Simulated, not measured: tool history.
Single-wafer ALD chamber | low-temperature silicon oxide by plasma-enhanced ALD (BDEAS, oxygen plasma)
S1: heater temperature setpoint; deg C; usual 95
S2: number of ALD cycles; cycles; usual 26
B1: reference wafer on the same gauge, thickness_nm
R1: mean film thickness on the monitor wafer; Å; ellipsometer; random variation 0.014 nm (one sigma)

Run 1, hour 0.0: usual settings; B1 3.013. Result: R1 34.67 Å.
Run 2, hour 17.4: usual settings; B1 3.006. Result: R1 34.57 Å.
Run 3, hour 27.4: usual settings; B1 3.009. Result: R1 34.79 Å.
Run 4, hour 36.2: usual settings but S1 100 deg C; B1 3.007. Result: R1 34.17 Å.
Run 5, hour 49.3: usual settings; B1 3.012. Result: R1 34.84 Å.
Run 6, hour 64.1: usual settings; B1 3.007. Result: R1 34.68 Å.
Run 7, hour 76.3: usual settings; B1 3.007. Result: R1 34.70 Å.
Run 8, hour 89.8: usual settings; B1 3.009. Result: R1 34.67 Å.
Run 9, hour 103.6: usual settings but S2 24 cycles; B1 3.011. Result: R1 31.89 Å.
Run 10, hour 109.7: usual settings but S2 24 cycles; B1 3.009. Result: R1 31.86 Å.
Run 11, hour 156.2: usual settings but S2 24 cycles; B1 3.014. Result: R1 31.96 Å.
Run 12, hour 170.8: usual settings; B1 3.009. Result: R1 34.56 Å.
Run 13, hour 187.4: usual settings; B1 3.012. Result: R1 34.75 Å.
Run 14, hour 196.8: usual settings; B1 3.013. Result: R1 34.58 Å.
Run 15, hour 214.8: usual settings but S1 103 deg C; B1 3.008. Result: R1 33.87 Å.
Run 16, hour 231.5: usual settings but S1 83 deg C; B1 3.013. Result: R1 36.18 Å.
Run 17, hour 256.6: usual settings but S1 100 deg C, S2 22 cycles; B1 3.014. Result: R1 28.76 Å.
Run 18, hour 260.2: usual settings; B1 3.012. Result: R1 34.45 Å.
Run 19, hour 267.6: usual settings but S1 102 deg C, S2 25 cycles; B1 3.009. Result: R1 32.68 Å.
Run 20, hour 277.3: usual settings but S1 109 deg C; B1 3.010. Result: R1 33.45 Å.
Run 21, hour 286.4: usual settings but S1 82 deg C, S2 22 cycles; B1 3.012. Result: R1 30.67 Å.
Run 22, hour 298.9: usual settings but S1 104 deg C; B1 3.011. Result: R1 33.74 Å.
Run 23, hour 310.4: usual settings but S1 82 deg C, S2 23 cycles; B1 3.013. Result: R1 32.07 Å.
Run 24, hour 327.2: usual settings but S1 106 deg C, S2 28 cycles; B1 3.007. Result: R1 36.08 Å.
Run 25, hour 341.9: usual settings; B1 3.012. Result: R1 34.83 Å.
Run 26, hour 354.1: usual settings but S2 28 cycles; B1 3.003. Result: R1 37.37 Å.

Not shown: 2 entries that the log had between the listed runs. Between which runs, and how does the tool's hidden state differ before and after?
Between runs 10 and 11: gauge calibrated (hour 124.5)
  no hidden state differs between the two runs
Between runs 16 and 17: thermocouple changed; heater temperature recalibrated (hour 256.1)
  no hidden state differs between the two runs
